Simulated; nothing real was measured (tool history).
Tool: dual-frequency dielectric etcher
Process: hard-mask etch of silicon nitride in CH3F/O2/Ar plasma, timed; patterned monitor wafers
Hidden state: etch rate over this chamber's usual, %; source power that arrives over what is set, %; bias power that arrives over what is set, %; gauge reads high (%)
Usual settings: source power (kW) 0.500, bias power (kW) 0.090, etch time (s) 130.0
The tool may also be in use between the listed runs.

run    hour  source power (kW)  bias power (kW)  etch time (s)  wafers since the last listed run  hours since the last wet clean  hours since the last source power generator calibration  hours since the last bias power generator calibration  hours since the last upper electrode change  hours since the gauge calibration  read-back reference wafer on the same gauge, depth_nm  mean etch depth across the wafer (angstrom)
  1     0.0              0.500            0.084          130.0                                 0                           397.1                                                   4265.0                                                  520.8                                       3102.6                             1064.9                                                  104.5                                         1042
       14.8  -- source power generator calibrated
  2    53.3              0.500            0.084          130.0                               352                           450.4                                                     38.5                                                  574.1                                       3155.9                             1118.2                                                  104.6                                         1049
      137.4  -- wet clean of the chamber
  3   138.0              0.500            0.084          130.0                               434                             0.6                                                    123.2                                                  658.8                                       3240.6                             1202.9                                                  104.8                                         1047
  4   185.8              0.500            0.090          130.0                               341                            48.4                                                    171.0                                                  706.6                                       3288.4                             1250.7                                                  105.1                                         1067
  5   254.9              0.500            0.075          108.5                               494                           117.5                                                    240.1                                                  775.7                                       3357.5                             1319.8                                                  105.1                                          849
  6   311.6              0.500            0.075          108.5                               405                           174.2                                                    296.8                                                  832.4                                       3414.2                             1376.5                                                  105.3                                          852
  7   416.6              0.560            0.090          130.0                               750                           279.2                                                    401.8                                                  937.4                                       3519.2                             1481.5                                                  105.6                                         1149
  8   513.3              0.430            0.090          130.0                               691                           375.9                                                    498.5                                                 1034.1                                       3615.9                             1578.2                                                  105.8                                          979
  9   564.5              0.430            0.090          130.0                               366                           427.1                                                    549.7                                                 1085.3                                       3667.1                             1629.4                                                  105.9                                          984
 10   652.4              0.560            0.075          118.0                               628                           515.0                                                    637.6                                                 1173.2                                       3755.0                             1717.3                                                  106.2                                          995
 11   698.0              0.540            0.112          140.0                               326                           560.6                                                    683.2                                                 1218.8                                       3800.6                             1762.9                                                  106.3                                         1295
      757.0  -- wet clean of the chamber
 12   783.0              0.610            0.090          105.5                               436                            26.0                                                    768.2                                                 1303.8                                       3885.6                             1847.9                                                  106.4                                          984
 13   862.6              0.560            0.075          118.0                               569                           105.6                                                    847.8                                                 1383.4                                       3965.2                             1927.5                                                  106.7                                         1001
      928.5  -- gauge calibrated
 14   939.9              0.530            0.090          130.0                               552                           182.9                                                    925.1                                                 1460.7                                       4042.5                               11.4                                                  100.9                                         1055
      984.0  -- bias power generator calibrated
 15   984.5              0.420            0.090          130.0                               290                           227.5                                                    969.7                                                    0.5                                       4087.1                               56.0                                                  100.9                                          936
     1075.7  -- upper electrode replaced
 16  1082.0              0.500            0.090          130.0                               525                           325.0                                                   1067.2                                                   98.0                                          6.3                              153.5                                                  101.2                                         1028
 17  1134.0              0.500            0.090          119.0                               371                           377.0                                                   1119.2                                                  150.0                                         58.3                              205.5                                                  101.4                                          943
 18  1175.3              0.440            0.101          130.0                               295                           418.3                                                   1160.5                                                  191.3                                         99.6                              246.8                                                  101.5                                          987
 19  1238.4              0.500            0.076          119.0                               451                           481.4                                                   1223.6                                                  254.4                                        162.7                              309.9                                                  101.7                                          902
     1292.6  -- wet clean of the chamber
 20  1293.1              0.540            0.078          155.5                               219                             0.5                                                   1278.3                                                  309.1                                        217.4                              364.6                                                  101.8                                         1249
 21  1347.2              0.500            0.090          130.0                               386                            54.6                                                   1332.4                                                  363.2                                        271.5                              418.7                                                  101.9                                         1034
 22  1410.0              0.580            0.069          146.0                               449                           117.4                                                   1395.2                                                  426.0                                        334.3                              481.5                                                  102.1                                         1181
 23  1450.8              0.500            0.106          130.0                               291                           158.2                                                   1436.0                                                  466.8                                        375.1                              522.3                                                  102.2                                         1087
 24  1558.2              0.500            0.097          130.0                               768                           265.6                                                   1543.4                                                  574.2                                        482.5                              629.7                                                  102.6                                         1068
 25  1632.1              0.500            0.084          155.5                               528                           339.5                                                   1617.3                                                  648.1                                        556.4                              703.6                                                  102.8                                         1227
 26  1722.0              0.500            0.098          120.5                               642                           429.4                                                   1707.2                                                  738.0                                        646.3                              793.5                                                  102.8                                         1003
     1786.4  -- wet clean of the chamber
 27  1786.9              0.500            0.090          111.0                               292                             0.5                                                   1772.1                                                  802.9                                        711.2                              858.4                                                  103.0                                          893
 28  1812.4              0.500            0.090          152.0                               182                            26.0                                                   1797.6                                                  828.4                                        736.7                              883.9                                                  103.1                                         1228
 29  1859.1              0.500            0.107          130.0                               333                            72.7                                                   1844.3                                                  875.1                                        783.4                              930.6                                                  103.2                                         1105
 30  1900.5              0.500            0.090          130.0                               296                           114.1                                                   1885.7                                                  916.5                                        824.8                              972.0                                                  103.3                                         1050

What the log doesn't show, run by run:
etch rate over this chamber's usual, %: 0 in every run
source power that arrives over what is set, %: 0 in every run
bias power that arrives over what is set, %: 0 in every run
H1: gauge reads high (%)
run       H1
  1      3.5
  2     3.63
  3     3.84
  4     3.95
  5     4.12
  6     4.26
  7     4.51
  8     4.74
  9     4.87
 10     5.08
 11     5.19
 12     5.39
 13     5.59
 14  -0.0293
 15   0.0784
 16    0.314
 17    0.439
 18    0.539
 19    0.691
 20    0.824
 21    0.954
 22     1.11
 23      1.2
 24     1.46
 25     1.64
 26     1.86
 27     2.02
 28     2.08
 29     2.19
 30     2.29
